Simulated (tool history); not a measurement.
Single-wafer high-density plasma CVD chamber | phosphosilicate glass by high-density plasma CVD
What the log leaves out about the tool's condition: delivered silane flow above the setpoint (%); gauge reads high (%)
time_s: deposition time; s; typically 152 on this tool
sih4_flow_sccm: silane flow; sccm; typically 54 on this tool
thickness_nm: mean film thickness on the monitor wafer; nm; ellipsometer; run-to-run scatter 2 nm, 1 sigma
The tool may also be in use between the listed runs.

run    hour  time_s  sih4_flow_sccm  wafers since the last listed run  hours since the silane flow controller was replaced  hours since the gauge calibration  read-back reference wafer on the same gauge, thickness_nm  thickness_nm
  1       0     152              54                                 0                                               1136.4                              616.9                                                    976.783       804.999
  2    87.7     152              54                               941                                               1224.1                              704.6                                                    977.148       803.299
  3   396.9     152              54                              3319                                               1533.3                             1013.8                                                    977.075       800.951
  4   501.2     152              54                              1119                                               1637.6                             1118.1                                                    977.437       800.366
  5   542.4     152              54                               442                                               1678.8                             1159.3                                                    976.602       800.261
  6   591.7     152              54                               529                                               1728.1                             1208.6                                                    976.798       799.089
  7   641.7     152              54                               536                                               1778.1                             1258.6                                                    976.871       799.947
  8   737.2     152              54                              1025                                               1873.6                             1354.1                                                    977.021       801.846
  9     848     152              54                              1189                                               1984.4                             1464.9                                                    976.841       801.856
 10   939.9     152              54                               986                                               2076.3                             1556.8                                                    976.808       800.845
 11  1032.1     152              54                               989                                               2168.5                               1649                                                    977.593       797.347
 12  1111.8     152              54                               855                                               2248.2                             1728.7                                                    976.616       797.396
 13  1211.3     164              61                              1068                                               2347.7                             1828.2                                                    977.262       953.341
     1223.8  -- gauge calibrated
 14  1312.1     164              61                              1082                                               2448.5                               88.3                                                    977.482       955.808
 15    1397     144              59                               911                                               2533.4                              173.2                                                    977.278       813.424
 16  1462.3     144              59                               701                                               2598.7                              238.5                                                    977.062        819.01
 17  1517.3     152              59                               590                                               2653.7                              293.5                                                    977.301       857.206
 18    1612     176              49                              1016                                               2748.4                              388.2                                                    977.235       848.134
 19  1654.4     165              62                               455                                               2790.8                              430.6                                                     976.58       972.235
 20  1749.5     126              54                              1020                                               2885.9                              525.7                                                    976.915         661.2
 21  1800.8     152              54                               550                                               2937.2                                577                                                    977.299       794.721
     1839.1  -- silane flow controller replaced
 22  1900.4     179              51                               983                                                 61.3                              676.6                                                    977.337       880.782
 23  1979.3     180              54                               847                                                140.2                              755.5                                                    976.552       924.405
 24  2115.7     181              54                              1464                                                276.6                              891.9                                                    977.077        923.44
 25  2195.1     139              43                               852                                                  356                              971.3                                                    976.933       589.397
 26    2238     152              54                               460                                                398.9                             1014.2                                                    976.599       774.191
 27  2275.1     180              63                               398                                                  436                             1051.3                                                    977.327      1040.647
 28  2327.2     152              54                               559                                                488.1                             1103.4                                                    976.966       774.944
     2349.1  -- silane flow controller replaced, repeated, since the last time left the tool worse
 29  2428.8     126              58                              1004                                                 79.7                               1205                                                    976.682       720.954
 30  2501.2     144              47                               777                                                152.1                             1277.4                                                    977.296       689.367
 31  2603.7     152              54                              1100                                                254.6                             1379.9                                                    976.452       812.859
 32  2680.3     152              54                               822                                                331.2                             1456.5                                                    976.824       812.883
 33  2786.5     169              62                              1140                                                437.4                             1562.7                                                    976.401      1014.495
 34  2844.5     173              54                               622                                                495.4                             1620.7                                                     976.67       922.084

Some steps in thickness_nm between neighbouring runs. How much of each would the tool show without its hidden state too (settings, what came in, random variation), and how much is left for the hidden state, with any gauge scatter that isn't in both results?
Run 19 -> 20: time_s 165 -> 126, sih4_flow_sccm 62 -> 54. thickness_nm -311.035 nm: hidden state +8.564, all else -319.599.
Run 21 -> 22: time_s 152 -> 179, sih4_flow_sccm 54 -> 51, silane flow controller replaced. thickness_nm +86.061 nm: hidden state -19.936, all else +105.997.
Run 24 -> 25: time_s 181 -> 139, sih4_flow_sccm 54 -> 43. thickness_nm -334.043 nm: hidden state +16.918, all else -350.961.
Run 26 -> 27: time_s 152 -> 180, sih4_flow_sccm 54 -> 63. thickness_nm +266.456 nm: hidden state -15.96, all else +282.416.
Run 28 -> 29: time_s 152 -> 126, sih4_flow_sccm 54 -> 58, silane flow controller replaced, repeated, since the last time left the tool worse. thickness_nm -53.99 nm: hidden state +44.926, all else -98.916.

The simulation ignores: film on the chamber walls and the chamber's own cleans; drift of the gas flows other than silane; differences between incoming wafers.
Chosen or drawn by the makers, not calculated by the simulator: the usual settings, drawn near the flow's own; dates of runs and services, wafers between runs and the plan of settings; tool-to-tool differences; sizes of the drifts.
